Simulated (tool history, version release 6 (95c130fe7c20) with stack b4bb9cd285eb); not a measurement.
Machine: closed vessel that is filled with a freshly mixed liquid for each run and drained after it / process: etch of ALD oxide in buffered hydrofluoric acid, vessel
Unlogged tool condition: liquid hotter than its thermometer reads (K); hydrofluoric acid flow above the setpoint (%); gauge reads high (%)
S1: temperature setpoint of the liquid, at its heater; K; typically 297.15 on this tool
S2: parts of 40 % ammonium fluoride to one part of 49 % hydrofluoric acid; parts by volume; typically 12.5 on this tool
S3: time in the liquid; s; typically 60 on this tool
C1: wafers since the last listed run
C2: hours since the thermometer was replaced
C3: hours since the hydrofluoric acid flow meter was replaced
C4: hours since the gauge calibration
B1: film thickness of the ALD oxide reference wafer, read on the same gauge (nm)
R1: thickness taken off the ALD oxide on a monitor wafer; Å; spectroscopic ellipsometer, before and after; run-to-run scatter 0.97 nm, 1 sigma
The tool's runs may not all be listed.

{"run": 1, "hour": 0.0, "S1": 299.15, "S2": 11.5, "S3": 60, "C1": 0, "C2": 2574.5, "C3": 327.2, "C4": 53.0, "B1": 29.98, "R1": 1951.7}
{"run": 2, "hour": 12.2, "S1": 299.15, "S2": 11.5, "S3": 60, "C1": 1013, "C2": 2586.7, "C3": 339.4, "C4": 65.2, "B1": 30.01, "R1": 1945.6}
{"run": 3, "hour": 27.1, "S1": 299.15, "S2": 11.5, "S3": 60, "C1": 1237, "C2": 2601.6, "C3": 354.3, "C4": 80.1, "B1": 30.04, "R1": 1957.5}
{"run": 4, "hour": 39.4, "S1": 297.15, "S2": 12.5, "S3": 60, "C1": 1021, "C2": 2613.9, "C3": 366.6, "C4": 92.4, "B1": 30.0, "R1": 1626.1}
{"run": 5, "hour": 46.4, "S1": 297.15, "S2": 12.5, "S3": 60, "C1": 581, "C2": 2620.9, "C3": 373.6, "C4": 99.4, "B1": 29.99, "R1": 1627.9}
{"run": 6, "hour": 88.7, "S1": 297.15, "S2": 12.5, "S3": 60, "C1": 3514, "C2": 2663.2, "C3": 415.9, "C4": 141.7, "B1": 30.02, "R1": 1625.1}
{"run": 7, "hour": 106.5, "S1": 297.15, "S2": 12.5, "S3": 60, "C1": 1478, "C2": 2681.0, "C3": 433.7, "C4": 159.5, "B1": 29.98, "R1": 1651.5}
{"run": 8, "hour": 114.0, "S1": 297.15, "S2": 12.5, "S3": 60, "C1": 623, "C2": 2688.5, "C3": 441.2, "C4": 167.0, "B1": 29.99, "R1": 1642.6}
{"run": 9, "hour": 131.5, "S1": 297.15, "S2": 10.5, "S3": 60, "C1": 1453, "C2": 2706.0, "C3": 458.7, "C4": 184.5, "B1": 30.04, "R1": 1932.1}
{"run": 10, "hour": 157.2, "S1": 297.15, "S2": 10.5, "S3": 60, "C1": 2135, "C2": 2731.7, "C3": 484.4, "C4": 210.2, "B1": 29.99, "R1": 1928.6}
{"run": 11, "hour": 174.8, "S1": 297.15, "S2": 10.5, "S3": 60, "C1": 1462, "C2": 2749.3, "C3": 502.0, "C4": 227.8, "B1": 30.01, "R1": 1953.3}
{"run": 12, "hour": 185.6, "S1": 299.15, "S2": 16.5, "S3": 70, "C1": 897, "C2": 2760.1, "C3": 512.8, "C4": 238.6, "B1": 30.02, "R1": 1642.1}
{"run": 13, "hour": 199.9, "S1": 297.15, "S2": 11.0, "S3": 85, "C1": 1188, "C2": 2774.4, "C3": 527.1, "C4": 252.9, "B1": 29.96, "R1": 2663.6}
{"run": 14, "hour": 213.1, "S1": 297.15, "S2": 12.5, "S3": 60, "C1": 1096, "C2": 2787.6, "C3": 540.3, "C4": 266.1, "B1": 29.99, "R1": 1668.7}
{"run": 15, "hour": 224.0, "S1": 297.15, "S2": 12.5, "S3": 60, "C1": 905, "C2": 2798.5, "C3": 551.2, "C4": 277.0, "B1": 30.0, "R1": 1670.7}
{"run": 16, "hour": 235.9, "S1": 297.15, "S2": 10.0, "S3": 60, "C1": 988, "C2": 2810.4, "C3": 563.1, "C4": 288.9, "B1": 30.03, "R1": 1990.8}
{"run": 17, "hour": 252.1, "S1": 299.15, "S2": 16.5, "S3": 70, "C1": 1345, "C2": 2826.6, "C3": 579.3, "C4": 305.1, "B1": 29.99, "R1": 1650.5}
{"hour": 255.3, "done": "thermometer replaced"}
{"hour": 257.3, "done": "hydrofluoric acid flow meter replaced"}
{"run": 18, "hour": 259.7, "S1": 292.15, "S2": 12.5, "S3": 50, "C1": 465, "C2": 4.4, "C3": 2.4, "C4": 312.7, "B1": 30.0, "R1": 967.7}
{"run": 19, "hour": 270.1, "S1": 300.15, "S2": 12.5, "S3": 30, "C1": 864, "C2": 14.8, "C3": 12.8, "C4": 323.1, "B1": 30.01, "R1": 906.0}
{"hour": 276.7, "done": "gauge calibrated"}
{"run": 20, "hour": 316.3, "S1": 299.15, "S2": 8.5, "S3": 70, "C1": 3838, "C2": 61.0, "C3": 59.0, "C4": 39.6, "B1": 29.98, "R1": 2851.7}
{"run": 21, "hour": 326.8, "S1": 297.15, "S2": 12.5, "S3": 60, "C1": 872, "C2": 71.5, "C3": 69.5, "C4": 50.1, "B1": 30.0, "R1": 1537.1}
{"run": 22, "hour": 340.4, "S1": 297.15, "S2": 12.5, "S3": 30, "C1": 1129, "C2": 85.1, "C3": 83.1, "C4": 63.7, "B1": 29.99, "R1": 773.7}
{"run": 23, "hour": 346.5, "S1": 301.15, "S2": 12.5, "S3": 60, "C1": 506, "C2": 91.2, "C3": 89.2, "C4": 69.8, "B1": 29.99, "R1": 1927.5}

Entry by entry between the runs, the difference in hidden state between the last listed run before and the first listed run after:
Run 17 -> run 18: thermometer replaced (hour 255.3); hydrofluoric acid flow meter replaced (hour 257.3)
  hydrofluoric acid flow above the setpoint (%): 10.4 -> 0.474
  measured result minus the result with no hidden state, R1: +152.4 -> +4.5 Å
Run 19 -> run 20: gauge calibrated (hour 276.7)
  hydrofluoric acid flow above the setpoint (%): 0.646 -> 1.41
  measured result minus the result with no hidden state, R1: +5.6 -> +42.8 Å
